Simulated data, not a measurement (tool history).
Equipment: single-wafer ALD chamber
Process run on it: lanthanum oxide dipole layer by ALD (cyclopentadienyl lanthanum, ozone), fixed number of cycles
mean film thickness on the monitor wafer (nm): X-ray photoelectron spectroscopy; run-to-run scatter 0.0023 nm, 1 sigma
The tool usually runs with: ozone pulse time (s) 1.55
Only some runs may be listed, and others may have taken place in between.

| run | day | ozone pulse time (s) | read-back reference wafer on the same gauge, thickness_nm | mean film thickness on the monitor wafer (nm) |
|---|---|---|---|---|
| 1 | 0.000 | 1.55 | 0.604 | 0.538 |
| 2 | 0.596 | 1.55 | 0.604 | 0.536 |
| 3 | 0.933 | 1.55 | 0.604 | 0.540 |
| 4 | 1.388 | 1.55 | 0.604 | 0.535 |
| 5 | 1.917 | 1.12 | 0.604 | 0.485 |
|  | 2.492 | gauge calibrated |
| 6 | 2.583 | 1.12 | 0.604 | 0.478 |
| 7 | 2.996 | 1.12 | 0.604 | 0.482 |
| 8 | 3.508 | 1.09 | 0.604 | 0.472 |
| 9 | 4.129 | 1.09 | 0.604 | 0.468 |
| 10 | 4.492 | 1.09 | 0.605 | 0.468 |
|  | 5.125 | showerhead replaced |
| 11 | 5.146 | 1.99 | 0.604 | 0.559 |
| 12 | 5.425 | 1.99 | 0.604 | 0.558 |
| 13 | 5.775 | 1.06 | 0.604 | 0.459 |
| 14 | 6.146 | 0.95 | 0.604 | 0.436 |
| 15 | 6.646 | 1.20 | 0.604 | 0.479 |
| 16 | 7.004 | 1.55 | 0.604 | 0.518 |
| 17 | 8.325 | 2.02 | 0.604 | 0.551 |
| 18 | 8.792 | 1.55 | 0.604 | 0.515 |
| 19 | 9.525 | 1.31 | 0.604 | 0.482 |
|  | 9.904 | ozone generator serviced |
| 20 | 10.133 | 1.14 | 0.604 | 0.530 |
| 21 | 10.571 | 1.77 | 0.604 | 0.575 |
|  | 11.988 | thermocouple changed; heater temperature recalibrated |
| 22 | 12.008 | 1.39 | 0.604 | 0.555 |
| 23 | 12.508 | 1.95 | 0.604 | 0.581 |
| 24 | 12.854 | 1.55 | 0.604 | 0.566 |
| 25 | 13.462 | 1.98 | 0.605 | 0.582 |
| 26 | 14.133 | 1.55 | 0.605 | 0.562 |
| 27 | 14.608 | 1.55 | 0.604 | 0.562 |
| 28 | 14.950 | 0.93 | 0.604 | 0.492 |
| 29 | 15.675 | 1.82 | 0.604 | 0.575 |
| 30 | 15.979 | 1.34 | 0.604 | 0.550 |
| 31 | 16.633 | 0.98 | 0.604 | 0.503 |
| 32 | 17.129 | 2.11 | 0.604 | 0.586 |
| 33 | 17.471 | 1.91 | 0.604 | 0.578 |
| 34 | 17.892 | 1.86 | 0.604 | 0.580 |

List, for all runs, the conditions of the tool that the log does not record:
wafer temperature above the value expected at the setpoint (K): 0, the same for each run
gauge reads high (%): 0, the same for each run
H1: ozone dose above that of a generator just serviced (%)
| run | H1 |
|---|---|
| 1 | -24.4 |
| 2 | -25 |
| 3 | -25.4 |
| 4 | -25.9 |
| 5 | -26.5 |
| 6 | -27.3 |
| 7 | -27.8 |
| 8 | -28.4 |
| 9 | -29.2 |
| 10 | -29.7 |
| 11 | -30.5 |
| 12 | -30.9 |
| 13 | -31.3 |
| 14 | -31.8 |
| 15 | -32.5 |
| 16 | -32.9 |
| 17 | -34.8 |
| 18 | -35.4 |
| 19 | -36.5 |
| 20 | -3.29 |
| 21 | -3.29 |
| 22 | -3.37 |
| 23 | -3.41 |
| 24 | -3.45 |
| 25 | -3.52 |
| 26 | -3.61 |
| 27 | -3.69 |
| 28 | -3.75 |
| 29 | -3.9 |
| 30 | -3.96 |
| 31 | -4.12 |
| 32 | -4.24 |
| 33 | -4.33 |
| 34 | -4.45 |
